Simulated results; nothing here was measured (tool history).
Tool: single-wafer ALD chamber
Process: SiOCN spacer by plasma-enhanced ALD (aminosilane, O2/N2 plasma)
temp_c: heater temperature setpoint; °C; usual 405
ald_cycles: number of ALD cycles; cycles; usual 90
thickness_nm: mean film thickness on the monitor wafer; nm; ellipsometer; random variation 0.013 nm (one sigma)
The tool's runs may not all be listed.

| run | hour | temp_c | ald_cycles | wafers since the last listed run | hours since the last thermocouple change | hours since the gauge calibration | read-back reference wafer on the same gauge, thickness_nm | thickness_nm |
|---|---|---|---|---|---|---|---|---|
| 1 | 0 | 405 | 90 | 0 | 966.3 | 126.7 | 5.251 | 5.086 |
| 2 | 16.2 | 405 | 90 | 35 | 982.5 | 142.9 | 5.249 | 5.122 |
| 3 | 33.8 | 405 | 90 | 38 | 1000.1 | 160.5 | 5.252 | 5.088 |
| 4 | 51.5 | 405 | 86 | 39 | 1017.8 | 178.2 | 5.25 | 4.865 |
| 5 | 58 | 405 | 86 | 14 | 1024.3 | 184.7 | 5.252 | 4.861 |
| 6 | 66.6 | 405 | 86 | 18 | 1032.9 | 193.3 | 5.248 | 4.85 |
| 7 | 88.5 | 405 | 90 | 48 | 1054.8 | 215.2 | 5.25 | 5.078 |
| 8 | 98 | 405 | 90 | 20 | 1064.3 | 224.7 | 5.249 | 5.108 |
| 9 | 115.9 | 405 | 90 | 39 | 1082.2 | 242.6 | 5.25 | 5.102 |
| 10 | 125.7 | 405 | 90 | 21 | 1092 | 252.4 | 5.247 | 5.081 |
| 11 | 136.2 | 405 | 90 | 23 | 1102.5 | 262.9 | 5.247 | 5.081 |
| 12 | 145.3 | 405 | 90 | 20 | 1111.6 | 272 | 5.25 | 5.086 |
|  | 152.4 | gauge calibrated |
| 13 | 159.3 | 401 | 83 | 30 | 1125.6 | 6.9 | 5.249 | 4.769 |
| 14 | 169.8 | 401 | 83 | 23 | 1136.1 | 17.4 | 5.248 | 4.747 |
| 15 | 181.5 | 401 | 83 | 25 | 1147.8 | 29.1 | 5.25 | 4.744 |
| 16 | 193.9 | 405 | 90 | 27 | 1160.2 | 41.5 | 5.25 | 5.091 |
| 17 | 207.9 | 405 | 90 | 30 | 1174.2 | 55.5 | 5.25 | 5.117 |
|  | 221.8 | thermocouple changed; heater temperature recalibrated |
| 18 | 222.3 | 405 | 90 | 14 | 0.5 | 69.9 | 5.249 | 5.088 |
| 19 | 236.8 | 405 | 81 | 31 | 15 | 84.4 | 5.249 | 4.575 |
| 20 | 251 | 394 | 90 | 31 | 29.2 | 98.6 | 5.251 | 5.182 |
| 21 | 268.8 | 414 | 90 | 39 | 47 | 116.4 | 5.25 | 4.969 |
| 22 | 276.6 | 405 | 90 | 17 | 54.8 | 124.2 | 5.251 | 5.072 |
| 23 | 294.1 | 411 | 104 | 38 | 72.3 | 141.7 | 5.249 | 5.793 |
| 24 | 306.5 | 391 | 76 | 27 | 84.7 | 154.1 | 5.247 | 4.379 |
| 25 | 316.5 | 405 | 90 | 22 | 94.7 | 164.1 | 5.252 | 5.066 |
| 26 | 325.4 | 405 | 105 | 19 | 103.6 | 173 | 5.25 | 5.94 |
| 27 | 335.4 | 405 | 90 | 22 | 113.6 | 183 | 5.25 | 5.094 |
| 28 | 351.7 | 405 | 90 | 35 | 129.9 | 199.3 | 5.25 | 5.093 |
| 29 | 359.3 | 405 | 90 | 16 | 137.5 | 206.9 | 5.249 | 5.085 |
| 30 | 370.3 | 391 | 76 | 24 | 148.5 | 217.9 | 5.247 | 4.363 |
| 31 | 383 | 405 | 90 | 27 | 161.2 | 230.6 | 5.251 | 5.081 |

Forecast run 32:
| 32 | 395.7 | 416 | 107 | 27 | 173.9 | 243.3 | ? | ? |

read-back reference wafer on the same gauge, thickness_nm: 5.25
thickness_nm: 5.874 nm
Without the tool's hidden state the same run would have given thickness_nm 5.874 nm.

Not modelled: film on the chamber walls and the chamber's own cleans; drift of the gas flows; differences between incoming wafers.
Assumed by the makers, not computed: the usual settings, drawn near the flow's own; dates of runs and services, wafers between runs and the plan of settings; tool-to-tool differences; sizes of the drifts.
